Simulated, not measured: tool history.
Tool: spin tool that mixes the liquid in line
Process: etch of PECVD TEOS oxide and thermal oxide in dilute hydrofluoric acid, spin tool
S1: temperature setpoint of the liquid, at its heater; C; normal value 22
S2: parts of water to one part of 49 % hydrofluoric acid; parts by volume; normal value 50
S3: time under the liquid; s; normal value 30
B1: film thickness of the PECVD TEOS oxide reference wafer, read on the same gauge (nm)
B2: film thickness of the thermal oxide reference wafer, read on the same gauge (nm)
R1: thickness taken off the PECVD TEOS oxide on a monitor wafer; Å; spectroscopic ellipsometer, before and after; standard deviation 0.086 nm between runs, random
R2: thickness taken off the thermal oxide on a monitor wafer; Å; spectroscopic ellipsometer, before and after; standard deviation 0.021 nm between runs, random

Run 1, hour 0: usual settings but S2 60 parts by volume, S3 15 s; B1 50; B2 39.991. Result: R1 52.9 Å, R2 13.01 Å.
Run 2, hour 22.1: usual settings but S2 60 parts by volume, S3 15 s; B1 49.97; B2 40.041. Result: R1 52.5 Å, R2 13.16 Å.
Run 3, hour 57.3: usual settings but S2 60 parts by volume, S3 15 s; B1 49.99; B2 40.042. Result: R1 53 Å, R2 13.03 Å.
Run 4, hour 71: usual settings but S1 25.5 C; B1 50.05; B2 40.006. Result: R1 147.4 Å, R2 36.88 Å.
Run 5, hour 96.3: usual settings; B1 50.01; B2 40.009. Result: R1 128.6 Å, R2 31.34 Å.
Run 6, hour 118.6: usual settings; B1 50; B2 39.962. Result: R1 126.7 Å, R2 31.9 Å.
Run 7, hour 152.3: usual settings; B1 49.99; B2 39.989. Result: R1 127.3 Å, R2 31.82 Å.
Run 8, hour 185.6: usual settings; B1 50.03; B2 40. Result: R1 127.5 Å, R2 32.04 Å.
Run 9, hour 198: usual settings; B1 50; B2 40.042. Result: R1 128.8 Å, R2 32.08 Å.
Run 10, hour 232: usual settings but S2 60 parts by volume, S3 15 s; B1 49.98; B2 39.975. Result: R1 47.6 Å, R2 11.86 Å.
Run 11, hour 267.5: usual settings but S2 35 parts by volume; B1 50.02; B2 39.981. Result: R1 169.2 Å, R2 41.88 Å.
Run 12, hour 300.8: usual settings but S1 26 C, S2 35 parts by volume, S3 45 s; B1 49.99; B2 39.985. Result: R1 305.9 Å, R2 74.87 Å.
Run 13, hour 319.7: usual settings but S3 45 s; B1 49.98; B2 40.003. Result: R1 174 Å, R2 43.53 Å.
Run 14, hour 409.3: usual settings; B1 50.01; B2 40.006. Result: R1 117.1 Å, R2 29.28 Å.
Run 15, hour 423.1: usual settings but S1 19 C, S3 15 s; B1 50.02; B2 39.974. Result: R1 51.5 Å, R2 12.83 Å.
Run 16, hour 435.6: usual settings but S3 35 s; B1 50; B2 40.037. Result: R1 136.8 Å, R2 33.75 Å.
Run 17, hour 455.3: usual settings; B1 50.01; B2 40.046. Result: R1 117.6 Å, R2 28.88 Å.
Run 18, hour 484: usual settings but S1 24 C; B1 50.03; B2 40.006. Result: R1 128.2 Å, R2 31.67 Å.
Run 19, hour 519.9: usual settings; B1 50.06; B2 40.016. Result: R1 118.4 Å, R2 29.48 Å.
Run 20, hour 544.5: usual settings but S2 30 parts by volume, S3 20 s; B1 50; B2 40.028. Result: R1 134.5 Å, R2 33.54 Å.
Run 21, hour 559.9: usual settings; B1 49.98; B2 40.031. Result: R1 118.9 Å, R2 29.09 Å.
Run 22, hour 580.9: usual settings; B1 50.01; B2 39.967. Result: R1 117.8 Å, R2 29.08 Å.
Run 23, hour 604.6: usual settings but S1 26.5 C; B1 50.03; B2 40.006. Result: R1 142.2 Å, R2 34.86 Å.
Run 24, hour 624.3: usual settings but S1 19 C, S2 65 parts by volume, S3 15 s; B1 49.98; B2 39.995. Result: R1 39.8 Å, R2 9.78 Å.
Run 25, hour 647.1: usual settings; B1 49.96; B2 40.034. Result: R1 117 Å, R2 29.19 Å.
Run 26, hour 663.9: usual settings but S1 25 C, S2 65 parts by volume, S3 35 s; B1 49.96; B2 40.013. Result: R1 116.4 Å, R2 29.32 Å.
Run 27, hour 688.4: usual settings but S1 19 C, S2 70 parts by volume, S3 35 s; B1 50.03; B2 39.979. Result: R1 84.9 Å, R2 21.23 Å.

Removed from this log: 4 entries logged between the listed runs. Between which two listed runs does each belong, and how does the tool's hidden state at the listed run before it compare with that at the listed run after it?
Run 2 -> run 3: gauge calibrated (hour 36.9)
  hydrofluoric acid flow above the setpoint (%): 11.7 -> 11.9
  the result without the hidden state subtracted from the measured one, R1: +5.9 -> +6 Å; R2: +1.47 -> +1.48 Å
Run 9 -> run 10: hydrofluoric acid flow meter replaced (hour 227.9)
  hydrofluoric acid flow above the setpoint (%): 12.7 -> 2.13
  the result without the hidden state subtracted from the measured one, R1: +15.3 -> +1.1 Å; R2: +3.81 -> +0.26 Å
Run 13 -> run 14: thermometer replaced (hour 332.2)
  hydrofluoric acid flow above the setpoint (%): 2.61 -> 3.09
  the result without the hidden state subtracted from the measured one, R1: +4.7 -> +3.7 Å; R2: +1.17 -> +0.93 Å
Run 17 -> run 18: gauge calibrated (hour 483.9)
  hydrofluoric acid flow above the setpoint (%): 3.34 -> 3.49
  the result without the hidden state subtracted from the measured one, R1: +4 -> +4.6 Å; R2: +0.99 -> +1.14 Å

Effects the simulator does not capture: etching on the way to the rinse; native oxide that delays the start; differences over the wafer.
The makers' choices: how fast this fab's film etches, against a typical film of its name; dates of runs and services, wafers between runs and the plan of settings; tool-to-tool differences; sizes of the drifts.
